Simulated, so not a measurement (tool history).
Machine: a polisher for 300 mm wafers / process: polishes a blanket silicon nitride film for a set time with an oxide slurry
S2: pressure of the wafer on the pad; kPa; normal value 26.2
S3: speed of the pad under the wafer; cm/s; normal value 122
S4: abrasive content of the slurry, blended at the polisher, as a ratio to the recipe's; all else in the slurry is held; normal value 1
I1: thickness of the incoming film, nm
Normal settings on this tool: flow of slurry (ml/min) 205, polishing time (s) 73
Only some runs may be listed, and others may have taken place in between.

Run 1, day 0: usual settings; I1 375.6. Result: film removed (nm) 59.7.
Run 2, day 2.375: usual settings; I1 375.7. Result: film removed (nm) 61.2.
Run 3, day 4.929: usual settings; I1 380.4. Result: film removed (nm) 61.5.
Run 4, day 6.933: usual settings; I1 381.7. Result: film removed (nm) 59.2.
At day 8.146: worn pad replaced by a new one.
At day 9.158: conditioning disc replaced and pad reconditioned.
Run 5, day 11.25: usual settings; I1 387. Result: film removed (nm) 59.
At day 11.379: slurry blender recalibrated.
Run 6, day 13.396: usual settings; I1 384.1. Result: film removed (nm) 59.
Run 7, day 15.533: usual settings; I1 380.8. Result: film removed (nm) 58.9.
Run 8, day 17.329: usual settings but S4 1.05; I1 378.6. Result: film removed (nm) 58.1.
At day 17.975: worn pad replaced by a new one, of another model than before.
At day 18.421: head pressure recalibrated.
Run 9, day 19.096: usual settings but S4 1.05; I1 381.4. Result: film removed (nm) 55.8.
At day 20.367: conditioning disc replaced and pad reconditioned.
At day 20.8: slurry blender recalibrated.
Run 10, day 21.654: usual settings; I1 379.2. Result: film removed (nm) 53.4.
Run 11, day 24.525: usual settings but flow of slurry (ml/min) 150, S3 138 cm/s, S4 1.1; I1 383.6. Result: film removed (nm) 44.1.
Run 12, day 26.375: usual settings but flow of slurry (ml/min) 235, S3 142 cm/s, S4 0.8; I1 380.5. Result: film removed (nm) 55.1.
At day 28.583: worn pad replaced by a new one.
Run 13, day 28.604: usual settings but flow of slurry (ml/min) 270, S2 17.9 kPa, S3 88 cm/s, polishing time (s) 81; I1 379.9. Result: film removed (nm) 41.7.
At day 30.212: conditioning disc replaced and pad reconditioned.
At day 30.825: slurry blender recalibrated.
Run 14, day 30.942: usual settings but flow of slurry (ml/min) 265; I1 372.5. Result: film removed (nm) 52.3.
At day 31.029: slurry nozzle cleaned.
Run 15, day 32.6: usual settings; I1 380.8. Result: film removed (nm) 62.3.
Run 16, day 36.95: usual settings but S2 34.5 kPa, S3 108 cm/s; I1 378.4. Result: film removed (nm) 64.5.
At day 38.15: worn pad replaced by a new one.
Run 17, day 40.342: usual settings but flow of slurry (ml/min) 270, S2 31 kPa, S3 156 cm/s; I1 386.9. Result: film removed (nm) 81.3.
At day 41.408: conditioning disc replaced and pad reconditioned.
Run 18, day 42.712: usual settings but S4 1.25; I1 377.7. Result: film removed (nm) 63.6.
At day 43.233: slurry blender recalibrated.
Run 19, day 45.879: usual settings but flow of slurry (ml/min) 230, S2 34.5 kPa, S4 0.75, polishing time (s) 63; I1 386.4. Result: film removed (nm) 56.6.
At day 47.362: worn pad replaced by a new one.
Run 20, day 48.279: usual settings but flow of slurry (ml/min) 260, S2 33.8 kPa, S3 100 cm/s, S4 0.85; I1 384.5. Result: film removed (nm) 60.4.

Expected results for the next run?
Run 21, day 49.917: usual settings; I1 385.6. Result: film removed (nm) ?.

film removed (nm): 56.5
Had the tool carried no hidden state, the very same run would have given film removed (nm) 60.8.

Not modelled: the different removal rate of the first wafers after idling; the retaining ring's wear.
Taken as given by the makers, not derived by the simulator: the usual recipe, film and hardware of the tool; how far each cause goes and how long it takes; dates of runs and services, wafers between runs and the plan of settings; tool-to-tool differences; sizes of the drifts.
